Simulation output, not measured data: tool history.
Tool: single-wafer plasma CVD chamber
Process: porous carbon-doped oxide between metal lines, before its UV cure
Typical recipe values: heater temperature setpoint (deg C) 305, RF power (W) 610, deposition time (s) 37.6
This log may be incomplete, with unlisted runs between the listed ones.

| run | hour | heater temperature setpoint (deg C) | RF power (W) | deposition time (s) | read-back reference wafer on the same gauge, thickness_nm | mean film thickness on the monitor wafer (angstrom) |
|---|---|---|---|---|---|---|
| 1 | 0.0 | 305 | 635 | 37.6 | 214.837 | 2299.06 |
| 2 | 14.3 | 299 | 610 | 37.6 | 215.140 | 2316.53 |
| 3 | 29.9 | 299 | 610 | 37.6 | 214.871 | 2324.59 |
| 4 | 40.0 | 314 | 610 | 37.6 | 214.939 | 2105.14 |
| 5 | 53.8 | 305 | 610 | 37.6 | 215.222 | 2230.68 |
| 6 | 64.7 | 305 | 610 | 37.6 | 215.040 | 2231.88 |
| 7 | 77.4 | 305 | 610 | 37.6 | 215.137 | 2231.93 |
| 8 | 86.3 | 301 | 610 | 37.6 | 215.187 | 2297.18 |
| 9 | 97.0 | 305 | 610 | 34.6 | 215.030 | 2061.03 |
| 10 | 110.0 | 305 | 610 | 37.6 | 215.061 | 2234.65 |
| 11 | 117.9 | 305 | 610 | 37.6 | 215.076 | 2236.24 |
|  | 120.5 | gauge calibrated |
| 12 | 126.7 | 305 | 610 | 37.6 | 214.987 | 2239.28 |
| 13 | 138.1 | 305 | 610 | 37.6 | 215.284 | 2239.56 |
| 14 | 155.7 | 305 | 610 | 37.6 | 214.924 | 2239.57 |
| 15 | 172.2 | 305 | 610 | 37.6 | 215.118 | 2234.02 |
| 16 | 190.2 | 305 | 610 | 37.6 | 214.827 | 2241.32 |
| 17 | 213.2 | 293 | 610 | 31.8 | 215.153 | 2066.31 |
| 18 | 226.6 | 294 | 610 | 33.9 | 215.017 | 2186.37 |
| 19 | 235.7 | 292 | 535 | 42.3 | 215.238 | 2490.02 |
| 20 | 245.2 | 305 | 610 | 33.9 | 215.066 | 2021.03 |
| 21 | 254.1 | 305 | 610 | 37.6 | 215.023 | 2240.78 |
| 22 | 270.8 | 305 | 610 | 37.6 | 214.997 | 2240.31 |
|  | 288.5 | thermocouple changed; heater temperature recalibrated |
| 23 | 289.5 | 305 | 575 | 32.8 | 215.144 | 1798.67 |
| 24 | 295.6 | 305 | 610 | 37.6 | 215.204 | 2160.12 |
| 25 | 305.3 | 292 | 535 | 43.9 | 215.124 | 2467.72 |
|  | 313.9 | RF generator calibrated |
|  | 319.9 | showerhead replaced |
| 26 | 320.4 | 320 | 530 | 34.4 | 214.966 | 1622.29 |
| 27 | 328.7 | 309 | 730 | 41.0 | 215.015 | 2597.71 |
| 28 | 346.4 | 305 | 525 | 37.6 | 215.080 | 1923.43 |
| 29 | 358.1 | 317 | 550 | 32.7 | 214.858 | 1616.19 |
| 30 | 370.0 | 314 | 510 | 41.0 | 214.838 | 1930.51 |
| 31 | 378.0 | 305 | 610 | 37.6 | 214.993 | 2142.04 |
| 32 | 394.1 | 305 | 610 | 33.1 | 214.959 | 1903.06 |
| 33 | 411.2 | 319 | 500 | 37.6 | 215.325 | 1704.60 |
| 34 | 428.8 | 305 | 610 | 37.6 | 214.944 | 2157.90 |

4 options for the next run, each taken on its own from the tool as it stands now. Forecast them:
| A | 429.2 | 305 | 670 | 37.6 | ? | ? |
| B | 429.2 | 305 | 530 | 44.8 | ? | ? |
| C | 429.2 | 310 | 505 | 43.4 | ? | ? |
| D | 429.2 | 320 | 640 | 34.4 | ? | ? |

| run | read-back reference wafer on the same gauge, thickness_nm | mean film thickness on the monitor wafer (angstrom) |
|---|---|---|
| A | 214.912 | 2313.18 |
| B | 214.912 | 2307.47 |
| C | 214.912 | 2088.97 |
| D | 214.912 | 1875.99 |
With the hidden condition removed and each run's random variation left untouched, the same runs would have given:
| run | mean film thickness on the monitor wafer (angstrom) |
|---|---|
| A | 2311.15 |
| B | 2305.44 |
| C | 2087.21 |
| D | 1874.51 |

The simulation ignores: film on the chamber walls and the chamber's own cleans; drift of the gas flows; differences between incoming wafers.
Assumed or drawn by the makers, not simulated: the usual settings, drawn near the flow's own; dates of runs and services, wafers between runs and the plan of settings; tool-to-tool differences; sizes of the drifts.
